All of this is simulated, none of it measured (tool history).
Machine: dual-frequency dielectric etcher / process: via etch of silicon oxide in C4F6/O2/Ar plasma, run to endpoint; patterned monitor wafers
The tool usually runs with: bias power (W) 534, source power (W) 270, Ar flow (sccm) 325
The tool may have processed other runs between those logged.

run	day	bias power (W)	source power (W)	Ar flow (sccm)	incoming incoming film thickness, nm	endpoint time (s)
1	0.000	534	270	325	180.8	44.0
2	2.254	534	270	325	181.5	44.6
3	4.921	534	270	325	181.2	44.8
4	6.879	534	310	279	181.7	43.1
5	8.175	534	310	279	183.0	43.5
6	11.075	534	310	279	180.1	43.4
7	13.054	534	270	325	182.8	47.1
8	15.154	534	270	325	182.9	43.3
9	17.512	534	270	325	180.8	43.6
10	20.279	534	270	325	182.4	44.3
11	23.004	534	270	325	180.0	44.3
12	28.054	534	270	364	180.5	43.7
13	30.533	534	270	364	182.4	44.5
14	32.083	534	270	364	182.9	45.0
15	34.946	534	270	325	180.9	44.6
16	37.883	534	270	283	181.7	44.2
17	39.729	534	270	325	180.3	45.0
18	42.658	631	240	325	181.0	44.6
19	45.075	578	270	325	183.0	42.7
20	46.421	584	290	325	181.1	41.3
21	48.154	433	300	382	182.6	46.6
22	49.908	627	250	265	182.6	42.6
23	52.904	534	270	325	182.3	45.0
24	54.725	534	270	325	182.9	46.0
25	56.062	534	270	325	182.8	45.9
26	58.629	663	270	303	181.4	42.4
27	62.988	534	270	268	181.2	43.3
28	64.879	428	210	292	181.4	51.1
29	66.946	479	240	261	182.0	47.4

The log once held 8 entries between its listed runs, left out of this copy. Where does each go, and what is different about the tool's unlogged condition between the listed run before it and the listed run after it?
Run 7 -> run 8: wet clean of the chamber (day 14.154)
  etch rate over this chamber's usual, %: -7.3 -> -0.144
  measured minus no-state result, endpoint time (s): +3.5 -> +0.1
Run 9 -> run 10: upper electrode replaced (day 20.258)
  etch rate over this chamber's usual, %: -0.991 -> -1.99
  measured minus no-state result, endpoint time (s): +0.5 -> +0.9
Run 11 -> run 12: wet clean of the chamber (day 26.996)
  etch rate over this chamber's usual, %: -2.97 -> -0.407
  measured minus no-state result, endpoint time (s): +1.3 -> +0.2
Run 18 -> run 19: wet clean of the chamber (day 43.888)
  etch rate over this chamber's usual, %: -5.66 -> -0.994
  measured minus no-state result, endpoint time (s): +2.6 -> +0.5
Run 20 -> run 21: source power generator calibrated (day 47.317)
  etch rate over this chamber's usual, %: -1.48 -> -2.1
  measured minus no-state result, endpoint time (s): +0.6 -> +0.9
Run 22 -> run 23: Ar flow controller replaced (day 51.750); bias power generator calibrated (day 52.883)
  etch rate over this chamber's usual, %: -2.73 -> -3.81
  measured minus no-state result, endpoint time (s): +1.2 -> +1.7
Run 26 -> run 27: wet clean of the chamber (day 60.288)
  etch rate over this chamber's usual, %: -5.87 -> -1.59
  measured minus no-state result, endpoint time (s): +2.5 -> +0.7
